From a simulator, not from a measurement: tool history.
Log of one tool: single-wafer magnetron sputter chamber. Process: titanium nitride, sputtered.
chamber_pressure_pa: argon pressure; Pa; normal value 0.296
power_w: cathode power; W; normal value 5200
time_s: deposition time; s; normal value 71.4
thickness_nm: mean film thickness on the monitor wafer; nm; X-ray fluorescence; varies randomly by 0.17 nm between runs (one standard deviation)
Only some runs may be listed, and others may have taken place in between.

run     day  chamber_pressure_pa  power_w  time_s  read-back reference wafer on the same gauge, thickness_nm  thickness_nm
  1   0.000                0.296     5200    71.4                                                     64.912        69.089
  2   2.117                0.296     4850    71.4                                                     64.899        66.025
  3   4.704                0.296     4850    71.4                                                     64.880        66.106
  4   6.858                0.296     5200    71.4                                                     64.885        69.042
  5   9.017                0.296     4800    71.4                                                     64.898        64.766
  6  12.017                0.296     4800    71.4                                                     64.884        65.049
  7  13.204                0.296     5200    71.4                                                     64.933        68.838
  8  14.400                0.296     5200    71.4                                                     64.890        68.491
  9  16.050                0.296     5200    71.4                                                     64.965        68.448
     16.458  -- gauge calibrated
 10  18.279                0.296     5200    71.4                                                     64.916        68.376
 11  20.046                0.296     5200    71.4                                                     64.929        68.151
 12  22.442                0.264     5200    71.4                                                     64.884        69.119
 13  24.071                0.264     5200    71.4                                                     64.912        69.115
 14  25.208                0.296     5950    65.9                                                     64.869        69.327
     25.783  -- sputter target and shields replaced
 15  26.767                0.361     5200    59.4                                                     64.927        55.283
     27.988  -- magnet pack replaced
 16  29.388                0.296     5200    71.4                                                     64.878        68.547
 17  31.662                0.241     4400    71.4                                                     64.965        62.785
 18  33.946                0.296     5200    71.4                                                     64.843        68.596
 19  35.054                0.296     5200    71.4                                                     64.913        68.643
 20  37.112                0.228     4050    71.4                                                     64.859        60.381
 21  39.717                0.296     4800    71.4                                                     64.892        64.521
 22  42.583                0.350     5200    64.6                                                     64.917        60.009
 23  43.600                0.296     4650    71.4                                                     64.896        63.190
     47.904  -- sputter target and shields replaced
     48.104  -- capacitance manometer re-zeroed and calibrated
 24  48.125                0.389     5800    80.6                                                     64.918        81.315
 25  50.550                0.296     6250    79.1                                                     64.923        87.322
 26  52.246                0.296     5200    71.4                                                     64.932        69.011
 27  54.479                0.250     6350    67.7                                                     64.908        77.501
 28  56.842                0.229     5200    71.4                                                     64.946        71.350
 29  58.971                0.182     5200    71.4                                                     64.929        72.880
 30  60.279                0.296     5200    71.4                                                     64.882        68.807
 31  63.125                0.400     4650    71.4                                                     64.904        60.093
 32  65.667                0.296     5200    71.4                                                     64.870        68.777
 33  67.162                0.395     5200    71.4                                                     64.932        65.286
 34  68.429                0.296     6000    71.4                                                     64.941        75.838

Each row is a separate what-if for the run after 34, all from the same tool condition, not one after another. Results?
  A  68.446                0.259     5200    71.4                                                          ?             ?
  B  68.446                0.328     5950    60.8                                                          ?             ?
  C  68.446                0.213     4050    63.9                                                          ?             ?
  D  68.446                0.380     5200    85.4                                                          ?             ?
  E  68.446                0.296     4850    75.5                                                          ?             ?

run  read-back reference wafer on the same gauge, thickness_nm  thickness_nm
  A                                                     64.941        69.726
  B                                                     64.941        63.077
  C                                                     64.941        54.042
  D                                                     64.941        78.394
  E                                                     64.941        68.938
Without the tool's hidden state the same runs would have given:
run  thickness_nm
  A        70.783
  B        64.164
  C        54.785
  D        79.865
  E        70.060
